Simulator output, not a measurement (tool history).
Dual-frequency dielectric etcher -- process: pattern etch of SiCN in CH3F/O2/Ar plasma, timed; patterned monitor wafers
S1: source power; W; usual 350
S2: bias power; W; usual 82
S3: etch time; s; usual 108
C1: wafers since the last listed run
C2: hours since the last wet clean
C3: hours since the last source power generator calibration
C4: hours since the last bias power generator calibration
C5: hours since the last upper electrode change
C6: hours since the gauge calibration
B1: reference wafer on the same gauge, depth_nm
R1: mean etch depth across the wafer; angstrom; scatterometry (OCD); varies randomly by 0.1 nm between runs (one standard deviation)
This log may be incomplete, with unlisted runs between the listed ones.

{"run": 1, "hour": 0.0, "S1": 350, "S2": 82, "S3": 108, "C1": 0, "C2": 0.3, "C3": 3065.4, "C4": 2245.3, "C5": 2681.6, "C6": 17.2, "B1": 42.85, "R1": 399.7}
{"run": 2, "hour": 32.3, "S1": 350, "S2": 82, "S3": 108, "C1": 418, "C2": 32.6, "C3": 3097.7, "C4": 2277.6, "C5": 2713.9, "C6": 49.5, "B1": 42.89, "R1": 400.2}
{"run": 3, "hour": 52.6, "S1": 350, "S2": 82, "S3": 108, "C1": 263, "C2": 52.9, "C3": 3118, "C4": 2297.9, "C5": 2734.2, "C6": 69.8, "B1": 42.86, "R1": 399.4}
{"run": 4, "hour": 76.2, "S1": 350, "S2": 82, "S3": 108, "C1": 305, "C2": 76.5, "C3": 3141.6, "C4": 2321.5, "C5": 2757.8, "C6": 93.4, "B1": 42.94, "R1": 399.3}
{"run": 5, "hour": 95.9, "S1": 350, "S2": 82, "S3": 108, "C1": 255, "C2": 96.2, "C3": 3161.3, "C4": 2341.2, "C5": 2777.5, "C6": 113.1, "B1": 42.88, "R1": 397.2}
{"run": 6, "hour": 108.3, "S1": 350, "S2": 82, "S3": 108, "C1": 160, "C2": 108.6, "C3": 3173.7, "C4": 2353.6, "C5": 2789.9, "C6": 125.5, "B1": 42.93, "R1": 396.9}
{"run": 7, "hour": 135.9, "S1": 350, "S2": 82, "S3": 108, "C1": 357, "C2": 136.2, "C3": 3201.3, "C4": 2381.2, "C5": 2817.5, "C6": 153.1, "B1": 42.89, "R1": 397.1}
{"run": 8, "hour": 169.0, "S1": 350, "S2": 82, "S3": 108, "C1": 428, "C2": 169.3, "C3": 3234.4, "C4": 2414.3, "C5": 2850.6, "C6": 186.2, "B1": 42.94, "R1": 395.9}
{"run": 9, "hour": 196.9, "S1": 350, "S2": 82, "S3": 108, "C1": 361, "C2": 197.2, "C3": 3262.3, "C4": 2442.2, "C5": 2878.5, "C6": 214.1, "B1": 42.92, "R1": 395.9}
{"run": 10, "hour": 210.6, "S1": 350, "S2": 82, "S3": 108, "C1": 177, "C2": 210.9, "C3": 3276, "C4": 2455.9, "C5": 2892.2, "C6": 227.8, "B1": 42.88, "R1": 395.2}
{"run": 11, "hour": 242.5, "S1": 350, "S2": 71, "S3": 108, "C1": 413, "C2": 242.8, "C3": 3307.9, "C4": 2487.8, "C5": 2924.1, "C6": 259.7, "B1": 42.92, "R1": 380.8}
{"run": 12, "hour": 267.7, "S1": 300, "S2": 82, "S3": 108, "C1": 326, "C2": 268, "C3": 3333.1, "C4": 2513, "C5": 2949.3, "C6": 284.9, "B1": 42.95, "R1": 373.9}
{"run": 13, "hour": 303.6, "S1": 370, "S2": 65, "S3": 117.5, "C1": 465, "C2": 303.9, "C3": 3369, "C4": 2548.9, "C5": 2985.2, "C6": 320.8, "B1": 42.87, "R1": 411}
{"hour": 359.0, "done": "gauge calibrated"}
{"hour": 367.5, "done": "upper electrode replaced"}
{"hour": 387.9, "done": "source power generator calibrated"}
{"run": 14, "hour": 388.4, "S1": 290, "S2": 63, "S3": 138, "C1": 735, "C2": 388.7, "C3": 0.5, "C4": 2633.7, "C5": 20.9, "C6": 29.4, "B1": 42.94, "R1": 438.1}
{"run": 15, "hour": 428.8, "S1": 290, "S2": 97, "S3": 136.5, "C1": 523, "C2": 429.1, "C3": 40.9, "C4": 2674.1, "C5": 61.3, "C6": 69.8, "B1": 42.94, "R1": 485.9}
{"hour": 448.2, "done": "bias power generator calibrated"}
{"hour": 485.1, "done": "wet clean of the chamber"}
{"run": 16, "hour": 485.6, "S1": 350, "S2": 82, "S3": 108, "C1": 373, "C2": 0.5, "C3": 97.7, "C4": 37.4, "C5": 118.1, "C6": 126.6, "B1": 42.88, "R1": 395.2}
{"run": 17, "hour": 495.8, "S1": 430, "S2": 82, "S3": 130.5, "C1": 132, "C2": 10.7, "C3": 107.9, "C4": 47.6, "C5": 128.3, "C6": 136.8, "B1": 42.88, "R1": 515.3}
{"run": 18, "hour": 519.4, "S1": 350, "S2": 82, "S3": 92.5, "C1": 305, "C2": 34.3, "C3": 131.5, "C4": 71.2, "C5": 151.9, "C6": 160.4, "B1": 42.94, "R1": 339.3}
{"run": 19, "hour": 549.3, "S1": 300, "S2": 82, "S3": 108, "C1": 387, "C2": 64.2, "C3": 161.4, "C4": 101.1, "C5": 181.8, "C6": 190.3, "B1": 42.88, "R1": 374.5}
{"run": 20, "hour": 585.1, "S1": 350, "S2": 94, "S3": 108, "C1": 463, "C2": 100, "C3": 197.2, "C4": 136.9, "C5": 217.6, "C6": 226.1, "B1": 42.9, "R1": 411.2}
{"run": 21, "hour": 599.3, "S1": 350, "S2": 82, "S3": 108, "C1": 183, "C2": 114.2, "C3": 211.4, "C4": 151.1, "C5": 231.8, "C6": 240.3, "B1": 42.94, "R1": 392.3}
{"run": 22, "hour": 619.6, "S1": 390, "S2": 64, "S3": 78.5, "C1": 263, "C2": 134.5, "C3": 231.7, "C4": 171.4, "C5": 252.1, "C6": 260.6, "B1": 42.92, "R1": 279.3}

Take each entry between the runs: how does the hidden state at the last listed run before it differ from the hidden state at the first listed run after it?
Run 13 -> run 14: gauge calibrated (hour 359); upper electrode replaced (hour 367.5); source power generator calibrated (hour 387.9)
  etch rate over this chamber's usual, %: -1.05 -> -1.47
  measured result minus the result with no hidden state, R1: -4.4 -> -6.5 angstrom
Run 15 -> run 16: bias power generator calibrated (hour 448.2); wet clean of the chamber (hour 485.1)
  etch rate over this chamber's usual, %: -1.67 -> -0.301
  measured result minus the result with no hidden state, R1: -8.3 -> -1.2 angstrom

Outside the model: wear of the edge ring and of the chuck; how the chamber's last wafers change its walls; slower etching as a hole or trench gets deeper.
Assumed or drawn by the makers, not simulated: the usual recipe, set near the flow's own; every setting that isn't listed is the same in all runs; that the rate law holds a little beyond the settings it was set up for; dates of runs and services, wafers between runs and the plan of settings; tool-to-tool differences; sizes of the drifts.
